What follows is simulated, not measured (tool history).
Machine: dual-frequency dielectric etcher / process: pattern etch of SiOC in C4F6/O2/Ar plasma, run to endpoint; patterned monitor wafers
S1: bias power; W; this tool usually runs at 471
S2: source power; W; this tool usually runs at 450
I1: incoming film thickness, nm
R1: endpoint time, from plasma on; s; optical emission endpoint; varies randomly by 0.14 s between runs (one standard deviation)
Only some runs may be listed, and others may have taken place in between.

run	day	S1	S2	I1	R1
1	0	471	540	47.68	15.3
2	1.004	471	540	46.95	15.1
3	1.662	471	540	47.81	15.9
4	2.996	471	450	47.91	16.6
# day 5.104: wet clean of the chamber
5	5.125	471	450	47.52	15.1
6	5.358	471	450	48.03	15.1
7	6.071	471	530	47.6	14
8	6.8	471	450	47.78	15.2
9	8.225	471	450	47.28	14.7
# day 9.212: source power generator calibrated
10	9.417	471	450	47.44	14.9
# day 10.846: wet clean of the chamber, repeated, since the last time left the tool worse
11	10.867	471	450	47.65	15.9
12	11.508	471	450	47.51	15.9
13	13	471	450	47.3	15.9
# day 14.362: upper electrode replaced
14	14.383	471	520	47.34	15
15	14.75	471	520	47.82	15.3
16	15.979	517	450	47.49	15.6
17	17.108	471	450	47.11	16.1
18	17.762	557	380	47.64	16.4
19	19.079	513	450	47.15	15.5
# day 19.512: bias power generator calibrated
20	20.279	471	450	47.25	16.2
21	20.867	546	390	47.57	16.1
22	21.517	402	400	47.53	18.4
23	22.433	524	530	48	14.8
24	23.675	471	360	48.39	18.1
25	24.758	553	480	47.84	15.2
26	25.704	410	380	47.43	18.6
27	28.012	471	500	48.07	16
28	29.317	441	350	48.01	18.7
# day 30.479: wet clean of the chamber
29	30.65	471	450	47.64	16.2
30	31.429	392	400	47.5	17.7
31	32.229	437	530	47.46	15.6
32	32.896	388	340	47.41	18.9
33	34.171	440	450	47.63	16.6
34	34.883	471	450	47.36	16.1

Each row is a separate what-if for the run after 34, all from the same tool condition, not one after another. Results?
A	34.9	471	400	47.43	?
B	34.9	410	450	47.43	?
C	34.9	416	510	47.43	?
D	34.9	572	450	47.43	?
E	34.9	432	360	47.43	?

run	R1
A	16.8
B	16.9
C	16
D	14.9
E	18
Without the tool's unlogged condition, the same runs would have read:
run	R1
A	16.7
B	16.8
C	15.9
D	14.9
E	17.9
